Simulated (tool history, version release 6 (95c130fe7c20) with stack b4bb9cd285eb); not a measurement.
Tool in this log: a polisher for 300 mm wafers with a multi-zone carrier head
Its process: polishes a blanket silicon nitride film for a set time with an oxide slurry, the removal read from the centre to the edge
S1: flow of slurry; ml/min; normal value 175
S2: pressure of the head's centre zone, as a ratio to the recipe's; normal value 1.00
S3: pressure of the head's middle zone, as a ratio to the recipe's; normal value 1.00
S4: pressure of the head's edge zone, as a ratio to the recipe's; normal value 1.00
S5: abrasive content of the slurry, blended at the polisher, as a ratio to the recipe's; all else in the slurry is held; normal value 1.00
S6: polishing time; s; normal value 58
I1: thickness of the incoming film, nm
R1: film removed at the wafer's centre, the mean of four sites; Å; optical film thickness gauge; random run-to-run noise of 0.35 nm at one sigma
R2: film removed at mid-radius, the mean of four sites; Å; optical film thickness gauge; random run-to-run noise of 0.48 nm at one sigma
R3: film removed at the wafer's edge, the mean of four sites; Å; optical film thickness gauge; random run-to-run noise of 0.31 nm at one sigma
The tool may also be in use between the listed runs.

| run | hour | S1 | S2 | S3 | S4 | S5 | S6 | I1 | R1 | R2 | R3 |
|---|---|---|---|---|---|---|---|---|---|---|---|
| 1 | 0.0 | 175 | 0.97 | 1.00 | 1.00 | 1.00 | 58 | 537.0 | 405 | 418 | 424 |
| 2 | 9.0 | 175 | 0.97 | 1.00 | 1.00 | 1.00 | 58 | 538.0 | 402 | 427 | 428 |
| 3 | 25.3 | 175 | 1.00 | 1.00 | 1.00 | 1.00 | 58 | 531.6 | 414 | 433 | 428 |
| 4 | 31.3 | 175 | 1.00 | 1.00 | 1.00 | 1.00 | 58 | 532.1 | 406 | 433 | 428 |
| 5 | 41.7 | 175 | 1.09 | 1.00 | 1.00 | 1.00 | 58 | 542.3 | 440 | 429 | 425 |
| 6 | 58.9 | 175 | 1.09 | 1.00 | 1.00 | 1.00 | 58 | 523.7 | 436 | 426 | 422 |
|  | 69.3 | carrier head's membrane replaced by a new one |
| 7 | 69.8 | 175 | 1.00 | 1.00 | 1.00 | 1.00 | 58 | 526.7 | 393 | 434 | 425 |
|  | 80.4 | slurry nozzle cleaned |
| 8 | 80.9 | 175 | 1.00 | 1.11 | 1.04 | 1.00 | 58 | 532.6 | 389 | 465 | 429 |
|  | 98.8 | worn pad replaced by a new one |
| 9 | 99.3 | 200 | 1.06 | 1.00 | 1.00 | 1.20 | 58 | 534.9 | 442 | 477 | 461 |
|  | 102.4 | centre zone pressure recalibrated |
|  | 110.1 | edge zone pressure recalibrated |
| 10 | 114.8 | 175 | 1.00 | 1.00 | 1.00 | 0.75 | 58 | 537.9 | 412 | 398 | 395 |
| 11 | 127.1 | 175 | 1.00 | 1.00 | 1.00 | 1.00 | 58 | 527.7 | 448 | 429 | 425 |
| 12 | 134.7 | 175 | 1.00 | 1.00 | 1.07 | 0.90 | 58 | 534.2 | 439 | 417 | 430 |
| 13 | 141.1 | 175 | 0.89 | 1.00 | 0.92 | 1.00 | 64 | 541.4 | 443 | 477 | 450 |
| 14 | 154.9 | 120 | 1.00 | 1.00 | 1.06 | 0.75 | 66 | 530.7 | 422 | 418 | 426 |

Per-run results on a tool with no hidden state, each run keeping its own random variation:
What the log doesn't record here: removal rate lost through wear of the pad, %; slurry flow missing at the pad, %; deviation of the centre zone's pressure from its setpoint, %; deviation of the edge zone's pressure from its setpoint, %.
| run | R1 |
|---|---|
| 1 | 443 |
| 2 | 441 |
| 3 | 460 |
| 4 | 452 |
| 5 | 493 |
| 6 | 494 |
| 7 | 449 |
| 8 | 448 |
| 9 | 516 |
| 10 | 414 |
| 11 | 449 |
| 12 | 441 |
| 13 | 445 |
| 14 | 424 |
R2: at most 1 Å away from the measurement, every run.
For R3, the value without the hidden state matches the measurement in each run.
